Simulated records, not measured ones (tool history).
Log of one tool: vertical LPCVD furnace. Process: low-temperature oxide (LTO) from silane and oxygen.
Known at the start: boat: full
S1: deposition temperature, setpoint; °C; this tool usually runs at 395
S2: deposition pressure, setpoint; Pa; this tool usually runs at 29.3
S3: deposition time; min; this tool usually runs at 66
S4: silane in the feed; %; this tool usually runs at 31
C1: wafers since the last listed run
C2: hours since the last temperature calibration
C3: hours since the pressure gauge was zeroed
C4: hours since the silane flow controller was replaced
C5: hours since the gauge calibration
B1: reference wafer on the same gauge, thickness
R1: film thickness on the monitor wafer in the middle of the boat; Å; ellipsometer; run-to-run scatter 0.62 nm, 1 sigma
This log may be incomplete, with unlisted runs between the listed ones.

run 1 day=0 | S1=395 S2=29.3 S3=66 S4=31 | C1=0 C2=4429.7 C3=1673.9 C4=4372.6 C5=227.1 | B1=374.23 | R1=3932.2
run 2 day=1.008 | S1=395 S2=29.3 S3=66 S4=31 | C1=284 C2=4453.9 C3=1698.1 C4=4396.8 C5=251.3 | B1=374.1 | R1=3937.5
run 3 day=1.858 | S1=395 S2=29.3 S3=66 S4=31 | C1=240 C2=4474.3 C3=1718.5 C4=4417.2 C5=271.7 | B1=374.17 | R1=3928
run 4 day=2.75 | S1=395 S2=29.3 S3=66 S4=31 | C1=251 C2=4495.7 C3=1739.9 C4=4438.6 C5=293.1 | B1=373.81 | R1=3913.1
run 5 day=3.612 | S1=395 S2=29.3 S3=66 S4=31 | C1=243 C2=4516.4 C3=1760.6 C4=4459.3 C5=313.8 | B1=374.1 | R1=3932.4
-- day=4.638 pressure gauge zeroed
-- day=4.742 silane flow controller replaced
run 6 day=4.762 | S1=395 S2=29.3 S3=66 S4=31 | C1=12 C2=4544 C3=3 C4=0.5 C5=341.4 | B1=374.07 | R1=4132.1
run 7 day=5.142 | S1=395 S2=29.3 S3=66 S4=31 | C1=107 C2=4553.1 C3=12.1 C4=9.6 C5=350.5 | B1=374.12 | R1=4120
run 8 day=5.908 | S1=395 S2=29.3 S3=66 S4=31 | C1=216 C2=4571.5 C3=30.5 C4=28 C5=368.9 | B1=373.99 | R1=4116.4
run 9 day=6.525 | S1=389 S2=29.3 S3=66 S4=31 | C1=174 C2=4586.3 C3=45.3 C4=42.8 C5=383.7 | B1=373.78 | R1=3813.2
-- day=6.638 gauge calibrated
run 10 day=7.308 | S1=389 S2=29.3 S3=66 S4=31 | C1=221 C2=4605.1 C3=64.1 C4=61.6 C5=16.1 | B1=374.19 | R1=3828.8
run 11 day=7.704 | S1=395 S2=29.3 S3=66 S4=31 | C1=111 C2=4614.6 C3=73.6 C4=71.1 C5=25.6 | B1=374.14 | R1=4105.7
run 12 day=8.138 | S1=395 S2=29.3 S3=80.5 S4=31 | C1=122 C2=4625 C3=84 C4=81.5 C5=36 | B1=373.79 | R1=5005.4
run 13 day=8.583 | S1=389 S2=29.3 S3=66 S4=29 | C1=125 C2=4635.7 C3=94.7 C4=92.2 C5=46.7 | B1=374.07 | R1=3447.3
run 14 day=9.192 | S1=388 S2=29.3 S3=58.5 S4=31 | C1=171 C2=4650.3 C3=109.3 C4=106.8 C5=61.3 | B1=373.93 | R1=3337
run 15 day=9.654 | S1=406 S2=29.3 S3=66 S4=31 | C1=130 C2=4661.4 C3=120.4 C4=117.9 C5=72.4 | B1=373.92 | R1=4662.7
run 16 day=10.079 | S1=395 S2=33.3 S3=66 S4=31 | C1=120 C2=4671.6 C3=130.6 C4=128.1 C5=82.6 | B1=373.88 | R1=4654
run 17 day=10.775 | S1=385 S2=29.3 S3=52 S4=29 | C1=196 C2=4688.3 C3=147.3 C4=144.8 C5=99.3 | B1=373.76 | R1=2571.8
-- day=12.212 thermocouples replaced and temperature profile calibrated
run 18 day=12.233 | S1=395 S2=29.3 S3=66 S4=28 | C1=129 C2=0.5 C3=182.3 C4=179.8 C5=134.3 | B1=374.08 | R1=3498.7
run 19 day=12.454 | S1=395 S2=29.3 S3=66 S4=31 | C1=62 C2=5.8 C3=187.6 C4=185.1 C5=139.6 | B1=374.18 | R1=4075
run 20 day=12.917 | S1=404 S2=29.3 S3=53.5 S4=31 | C1=130 C2=16.9 C3=198.7 C4=196.2 C5=150.7 | B1=374.04 | R1=3671.4
run 21 day=15.438 | S1=404 S2=26.7 S3=66 S4=31 | C1=711 C2=77.4 C3=259.2 C4=256.7 C5=211.2 | B1=374.05 | R1=4098.5

Describe how what the log doesn't record of the tool's condition differs between the last listed run preceding each entry between runs and the first listed run following it.
In the gap between runs 5 and 6: pressure gauge zeroed (day 4.638); silane flow controller replaced (day 4.742)
  true pressure minus gauge reading, mTorr: -11.5 -> -0.758
  measured less the result without the state, R1: -217.7 -> -14.3 Å
In the gap between runs 9 and 10: gauge calibrated (day 6.638)
  true pressure minus gauge reading, mTorr: -1.5 -> -1.81
  measured less the result without the state, R1: -26.1 -> -31.7 Å
In the gap between runs 17 and 18: thermocouples replaced and temperature profile calibrated (day 12.212)
  true pressure minus gauge reading, mTorr: -3.08 -> -3.57
  measured less the result without the state, R1: -36.6 -> -57.8 Å
